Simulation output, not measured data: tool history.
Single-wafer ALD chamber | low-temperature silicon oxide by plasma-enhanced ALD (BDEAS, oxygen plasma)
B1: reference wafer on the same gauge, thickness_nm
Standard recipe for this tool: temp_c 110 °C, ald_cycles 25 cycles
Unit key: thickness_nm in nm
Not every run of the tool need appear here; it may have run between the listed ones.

run 1 hour=0.0 | temp_c=110 ald_cycles=25 | B1=3.531 | thickness_nm=3.783
run 2 hour=63.2 | temp_c=103 ald_cycles=25 | B1=3.531 | thickness_nm=3.811
run 3 hour=89.1 | temp_c=103 ald_cycles=25 | B1=3.529 | thickness_nm=3.814
run 4 hour=155.7 | temp_c=103 ald_cycles=25 | B1=3.529 | thickness_nm=3.816
run 5 hour=181.0 | temp_c=110 ald_cycles=25 | B1=3.531 | thickness_nm=3.762
run 6 hour=233.8 | temp_c=110 ald_cycles=25 | B1=3.529 | thickness_nm=3.758
run 7 hour=299.0 | temp_c=110 ald_cycles=25 | B1=3.531 | thickness_nm=3.758
run 8 hour=328.5 | temp_c=110 ald_cycles=25 | B1=3.530 | thickness_nm=3.772
run 9 hour=386.8 | temp_c=110 ald_cycles=25 | B1=3.531 | thickness_nm=3.748
run 10 hour=447.4 | temp_c=110 ald_cycles=25 | B1=3.528 | thickness_nm=3.775
run 11 hour=517.3 | temp_c=110 ald_cycles=25 | B1=3.528 | thickness_nm=3.754
run 12 hour=666.4 | temp_c=110 ald_cycles=25 | B1=3.531 | thickness_nm=3.768
run 13 hour=719.5 | temp_c=110 ald_cycles=25 | B1=3.530 | thickness_nm=3.728
run 14 hour=787.1 | temp_c=110 ald_cycles=25 | B1=3.530 | thickness_nm=3.759
run 15 hour=844.5 | temp_c=110 ald_cycles=25 | B1=3.530 | thickness_nm=3.752
run 16 hour=890.6 | temp_c=110 ald_cycles=25 | B1=3.529 | thickness_nm=3.741
run 17 hour=961.3 | temp_c=110 ald_cycles=25 | B1=3.531 | thickness_nm=3.754
run 18 hour=1027.4 | temp_c=110 ald_cycles=25 | B1=3.529 | thickness_nm=3.748
run 19 hour=1098.0 | temp_c=110 ald_cycles=25 | B1=3.532 | thickness_nm=3.753
run 20 hour=1129.5 | temp_c=110 ald_cycles=28 | B1=3.531 | thickness_nm=4.193
run 21 hour=1167.9 | temp_c=110 ald_cycles=25 | B1=3.531 | thickness_nm=3.749
run 22 hour=1220.3 | temp_c=110 ald_cycles=21 | B1=3.530 | thickness_nm=3.147
run 23 hour=1270.0 | temp_c=96 ald_cycles=28 | B1=3.531 | thickness_nm=4.294
run 24 hour=1335.4 | temp_c=110 ald_cycles=25 | B1=3.530 | thickness_nm=3.749
run 25 hour=1365.4 | temp_c=110 ald_cycles=25 | B1=3.530 | thickness_nm=3.740
run 26 hour=1435.9 | temp_c=105 ald_cycles=20 | B1=3.530 | thickness_nm=3.025
run 27 hour=1486.6 | temp_c=104 ald_cycles=25 | B1=3.527 | thickness_nm=3.775
run 28 hour=1522.5 | temp_c=116 ald_cycles=27 | B1=3.531 | thickness_nm=3.997
-- hour=1540.3 gauge calibrated
-- hour=1543.4 thermocouple changed; heater temperature recalibrated
run 29 hour=1579.5 | temp_c=118 ald_cycles=26 | B1=3.533 | thickness_nm=3.882
run 30 hour=1634.8 | temp_c=100 ald_cycles=23 | B1=3.530 | thickness_nm=3.540
run 31 hour=1721.2 | temp_c=120 ald_cycles=25 | B1=3.529 | thickness_nm=3.738
run 32 hour=1755.1 | temp_c=110 ald_cycles=25 | B1=3.530 | thickness_nm=3.777
run 33 hour=1800.6 | temp_c=110 ald_cycles=30 | B1=3.531 | thickness_nm=4.527
run 34 hour=1857.4 | temp_c=123 ald_cycles=29 | B1=3.532 | thickness_nm=4.277
run 35 hour=1891.9 | temp_c=101 ald_cycles=21 | B1=3.531 | thickness_nm=3.220
run 36 hour=1923.1 | temp_c=110 ald_cycles=25 | B1=3.530 | thickness_nm=3.777
run 37 hour=1992.2 | temp_c=122 ald_cycles=30 | B1=3.532 | thickness_nm=4.445
run 38 hour=2018.0 | temp_c=98 ald_cycles=28 | B1=3.531 | thickness_nm=4.294

Alternative continuations, all from the tool just after run 38; predict every row:
run A hour=2018.4 | temp_c=110 ald_cycles=25 | B1=? | thickness_nm=?
run B hour=2018.4 | temp_c=101 ald_cycles=30 | B1=? | thickness_nm=?
run C hour=2018.4 | temp_c=106 ald_cycles=24 | B1=? | thickness_nm=?

run=A B1=3.532 thickness_nm=3.744
run=B B1=3.532 thickness_nm=4.559
run=C B1=3.532 thickness_nm=3.618
Stripped of hidden state, with their random variation kept, the same runs would have yielded:
run=A thickness_nm=3.765
run=B thickness_nm=4.584
run=C thickness_nm=3.638
